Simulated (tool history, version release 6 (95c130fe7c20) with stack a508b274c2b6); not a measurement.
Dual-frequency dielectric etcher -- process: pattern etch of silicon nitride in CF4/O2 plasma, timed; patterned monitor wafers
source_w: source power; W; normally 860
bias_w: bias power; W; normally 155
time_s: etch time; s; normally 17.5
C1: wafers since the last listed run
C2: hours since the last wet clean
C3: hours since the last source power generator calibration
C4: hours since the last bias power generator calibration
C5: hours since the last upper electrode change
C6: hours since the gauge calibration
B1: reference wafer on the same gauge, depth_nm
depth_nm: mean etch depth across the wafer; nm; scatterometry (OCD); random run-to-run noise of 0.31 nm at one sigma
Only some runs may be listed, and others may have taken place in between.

{"run": 1, "hour": 0.0, "source_w": 860, "bias_w": 155, "time_s": 17.5, "C1": 0, "C2": 243.8, "C3": 1850.8, "C4": 2497.8, "C5": 3599.4, "C6": 96.2, "B1": 53.2, "depth_nm": 53.6}
{"run": 2, "hour": 7.0, "source_w": 960, "bias_w": 155, "time_s": 17.5, "C1": 132, "C2": 250.8, "C3": 1857.8, "C4": 2504.8, "C5": 3606.4, "C6": 103.2, "B1": 53.2, "depth_nm": 57.4}
{"run": 3, "hour": 23.3, "source_w": 860, "bias_w": 155, "time_s": 17.5, "C1": 307, "C2": 267.1, "C3": 1874.1, "C4": 2521.1, "C5": 3622.7, "C6": 119.5, "B1": 53.2, "depth_nm": 53.8}
{"run": 4, "hour": 32.3, "source_w": 860, "bias_w": 155, "time_s": 17.5, "C1": 169, "C2": 276.1, "C3": 1883.1, "C4": 2530.1, "C5": 3631.7, "C6": 128.5, "B1": 53.1, "depth_nm": 53.7}
{"run": 5, "hour": 44.5, "source_w": 860, "bias_w": 155, "time_s": 17.5, "C1": 230, "C2": 288.3, "C3": 1895.3, "C4": 2542.3, "C5": 3643.9, "C6": 140.7, "B1": 53.2, "depth_nm": 53.1}
{"run": 6, "hour": 55.9, "source_w": 860, "bias_w": 155, "time_s": 17.5, "C1": 215, "C2": 299.7, "C3": 1906.7, "C4": 2553.7, "C5": 3655.3, "C6": 152.1, "B1": 53.3, "depth_nm": 53.6}
{"run": 7, "hour": 67.1, "source_w": 860, "bias_w": 155, "time_s": 17.5, "C1": 211, "C2": 310.9, "C3": 1917.9, "C4": 2564.9, "C5": 3666.5, "C6": 163.3, "B1": 53.2, "depth_nm": 53.6}
{"run": 8, "hour": 81.9, "source_w": 860, "bias_w": 155, "time_s": 17.5, "C1": 279, "C2": 325.7, "C3": 1932.7, "C4": 2579.7, "C5": 3681.3, "C6": 178.1, "B1": 53.2, "depth_nm": 53.6}
{"hour": 94.8, "done": "gauge calibrated"}
{"hour": 108.7, "done": "bias power generator calibrated"}
{"hour": 111.7, "done": "upper electrode replaced"}
{"hour": 112.6, "done": "source power generator calibrated"}
{"hour": 134.1, "done": "wet clean of the chamber"}
{"run": 9, "hour": 134.6, "source_w": 860, "bias_w": 155, "time_s": 17.5, "C1": 441, "C2": 0.5, "C3": 22.0, "C4": 25.9, "C5": 22.9, "C6": 39.8, "B1": 53.2, "depth_nm": 53.7}
{"run": 10, "hour": 134.9, "source_w": 860, "bias_w": 155, "time_s": 17.5, "C1": 5, "C2": 0.8, "C3": 22.3, "C4": 26.2, "C5": 23.2, "C6": 40.1, "B1": 53.1, "depth_nm": 53.7}
{"run": 11, "hour": 135.2, "source_w": 860, "bias_w": 118, "time_s": 19.5, "C1": 5, "C2": 1.1, "C3": 22.6, "C4": 26.5, "C5": 23.5, "C6": 40.4, "B1": 53.2, "depth_nm": 53.3}
{"run": 12, "hour": 135.5, "source_w": 860, "bias_w": 155, "time_s": 17.5, "C1": 5, "C2": 1.4, "C3": 22.9, "C4": 26.8, "C5": 23.8, "C6": 40.7, "B1": 53.3, "depth_nm": 53.8}
{"run": 13, "hour": 148.0, "source_w": 660, "bias_w": 155, "time_s": 17.5, "C1": 236, "C2": 13.9, "C3": 35.4, "C4": 39.3, "C5": 36.3, "C6": 53.2, "B1": 53.1, "depth_nm": 45.7}
{"run": 14, "hour": 163.8, "source_w": 860, "bias_w": 155, "time_s": 17.5, "C1": 298, "C2": 29.7, "C3": 51.2, "C4": 55.1, "C5": 52.1, "C6": 69.0, "B1": 53.2, "depth_nm": 53.7}
{"run": 15, "hour": 173.1, "source_w": 640, "bias_w": 155, "time_s": 15.5, "C1": 175, "C2": 39.0, "C3": 60.5, "C4": 64.4, "C5": 61.4, "C6": 78.3, "B1": 53.2, "depth_nm": 39.3}
{"run": 16, "hour": 190.8, "source_w": 860, "bias_w": 133, "time_s": 19.0, "C1": 334, "C2": 56.7, "C3": 78.2, "C4": 82.1, "C5": 79.1, "C6": 96.0, "B1": 53.2, "depth_nm": 54.6}
{"run": 17, "hour": 204.9, "source_w": 860, "bias_w": 180, "time_s": 14.5, "C1": 266, "C2": 70.8, "C3": 92.3, "C4": 96.2, "C5": 93.2, "C6": 110.1, "B1": 53.1, "depth_nm": 48.2}
{"run": 18, "hour": 212.5, "source_w": 1000, "bias_w": 134, "time_s": 17.5, "C1": 143, "C2": 78.4, "C3": 99.9, "C4": 103.8, "C5": 100.8, "C6": 117.7, "B1": 53.1, "depth_nm": 56.2}

Forecast each of these 5 alternatives for the next run:
{"run": "A", "hour": 212.9, "source_w": 950, "bias_w": 155, "time_s": 17.5, "C1": 7, "C2": 78.8, "C3": 100.3, "C4": 104.2, "C5": 101.2, "C6": 118.1, "B1": "?", "depth_nm": "?"}
{"run": "B", "hour": 212.9, "source_w": 860, "bias_w": 140, "time_s": 17.5, "C1": 7, "C2": 78.8, "C3": 100.3, "C4": 104.2, "C5": 101.2, "C6": 118.1, "B1": "?", "depth_nm": "?"}
{"run": "C", "hour": 212.9, "source_w": 800, "bias_w": 120, "time_s": 14.5, "C1": 7, "C2": 78.8, "C3": 100.3, "C4": 104.2, "C5": 101.2, "C6": 118.1, "B1": "?", "depth_nm": "?"}
{"run": "D", "hour": 212.9, "source_w": 720, "bias_w": 155, "time_s": 17.5, "C1": 7, "C2": 78.8, "C3": 100.3, "C4": 104.2, "C5": 101.2, "C6": 118.1, "B1": "?", "depth_nm": "?"}
{"run": "E", "hour": 212.9, "source_w": 1010, "bias_w": 191, "time_s": 20.0, "C1": 7, "C2": 78.8, "C3": 100.3, "C4": 104.2, "C5": 101.2, "C6": 118.1, "B1": "?", "depth_nm": "?"}

run=A B1=53.2 depth_nm=57.1
run=B B1=53.2 depth_nm=51.0
run=C B1=53.2 depth_nm=37.5
run=D B1=53.2 depth_nm=47.6
run=E B1=53.2 depth_nm=74.7
Take away the tool's hidden state, keep each run's random variation, and the runs would have read:
run=A depth_nm=57.1
run=B depth_nm=51.0
run=C depth_nm=37.5
run=D depth_nm=47.6
run=E depth_nm=74.7

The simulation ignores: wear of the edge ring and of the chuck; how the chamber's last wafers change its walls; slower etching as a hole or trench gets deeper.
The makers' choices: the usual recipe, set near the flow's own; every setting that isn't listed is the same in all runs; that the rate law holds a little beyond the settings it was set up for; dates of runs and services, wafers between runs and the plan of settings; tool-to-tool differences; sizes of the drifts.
